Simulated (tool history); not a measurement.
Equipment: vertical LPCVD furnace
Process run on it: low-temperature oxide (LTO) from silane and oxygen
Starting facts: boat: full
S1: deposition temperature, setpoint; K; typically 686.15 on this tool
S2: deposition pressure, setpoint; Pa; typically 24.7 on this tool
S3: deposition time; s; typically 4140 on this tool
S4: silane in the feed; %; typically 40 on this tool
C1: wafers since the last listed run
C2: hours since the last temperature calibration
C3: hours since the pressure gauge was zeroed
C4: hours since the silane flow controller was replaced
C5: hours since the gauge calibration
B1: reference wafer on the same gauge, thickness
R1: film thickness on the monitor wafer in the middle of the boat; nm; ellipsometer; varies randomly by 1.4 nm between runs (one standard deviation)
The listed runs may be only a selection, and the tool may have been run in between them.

run	hour	S1	S2	S3	S4	C1	C2	C3	C4	C5	B1	R1
1	0.0	686.15	24.7	4140	40	0	2321.3	2084.0	2281.6	216.8	535.05	640.33
2	16.6	686.15	24.7	4140	40	324	2337.9	2100.6	2298.2	233.4	535.01	641.05
3	88.4	692.15	24.7	4590	40	1402	2409.7	2172.4	2370.0	305.2	534.79	754.98
4	121.7	686.15	26.7	4140	40	650	2443.0	2205.7	2403.3	338.5	535.59	688.42
5	143.7	686.15	24.7	4140	40	429	2465.0	2227.7	2425.3	360.5	534.79	640.81
6	178.9	686.15	24.7	4140	40	687	2500.2	2262.9	2460.5	395.7	535.13	640.48
# hour 204.6: thermocouples replaced and temperature profile calibrated
# hour 211.8: pressure gauge zeroed
7	213.2	686.15	24.7	4140	40	61	8.6	1.4	2494.8	430.0	535.85	606.85
8	247.0	686.15	24.7	4140	40	660	42.4	35.2	2528.6	463.8	535.19	606.55
9	277.2	686.15	24.7	4140	40	589	72.6	65.4	2558.8	494.0	535.08	607.34
# hour 286.7: gauge calibrated
10	295.5	686.15	24.7	4140	40	357	90.9	83.7	2577.1	8.8	534.98	607.46
11	308.2	692.15	24.7	4590	40	248	103.6	96.4	2589.8	21.5	534.70	715.73
12	333.3	686.15	24.7	4140	40	490	128.7	121.5	2614.9	46.6	535.13	607.77
13	392.2	690.15	28.7	4860	40	1150	187.6	180.4	2673.8	105.5	535.18	861.14
14	406.7	686.15	24.7	4140	38	283	202.1	194.9	2688.3	120.0	535.26	568.68
15	424.8	686.15	24.7	4140	40	353	220.2	213.0	2706.4	138.1	535.33	609.09
# hour 461.2: silane flow controller replaced
16	461.7	678.15	24.7	3540	40	251	257.1	249.9	0.5	175.0	535.18	499.24
17	514.5	686.15	27.3	4140	40	1031	309.9	302.7	53.3	227.8	535.18	703.91
18	534.1	686.15	30.0	4140	40	382	329.5	322.3	72.9	247.4	535.08	770.91
19	569.0	686.15	24.7	4140	43	681	364.4	357.2	107.8	282.3	535.06	687.21
20	589.0	694.15	30.0	3150	34	390	384.4	377.2	127.8	302.3	534.97	525.42
21	612.5	686.15	24.7	4140	40	459	407.9	400.7	151.3	325.8	534.31	635.01

Selected run-to-run steps in R1, each split into two signed amounts: the part the tool would show with no hidden state at all (from settings, incoming material and random variation), and the remainder, which goes to the hidden state together with any gauge scatter not common to the measured and the hidden-state-free results:
What the log doesn't record here: true tube temperature minus thermocouple reading, K; true pressure minus gauge reading, mTorr; deviation of the silane flow from its setpoint, %; gauge reads high (%).
Run 6 -> 7: thermocouples replaced and temperature profile calibrated, pressure gauge zeroed. R1 -33.63 nm: hidden state -32.09, all else -1.54.
Run 12 -> 13: S1 686.15 -> 690.15, S2 24.7 -> 28.7, S3 4140 -> 4860. R1 +253.37 nm: hidden state -7.20, all else +260.57.
Run 13 -> 14: S1 690.15 -> 686.15, S2 28.7 -> 24.7, S3 4860 -> 4140, S4 40 -> 38. R1 -292.46 nm: hidden state +6.21, all else -298.67.
Run 15 -> 16: S1 686.15 -> 678.15, S3 4140 -> 3540, silane flow controller replaced. R1 -109.85 nm: hidden state +24.60, all else -134.45.
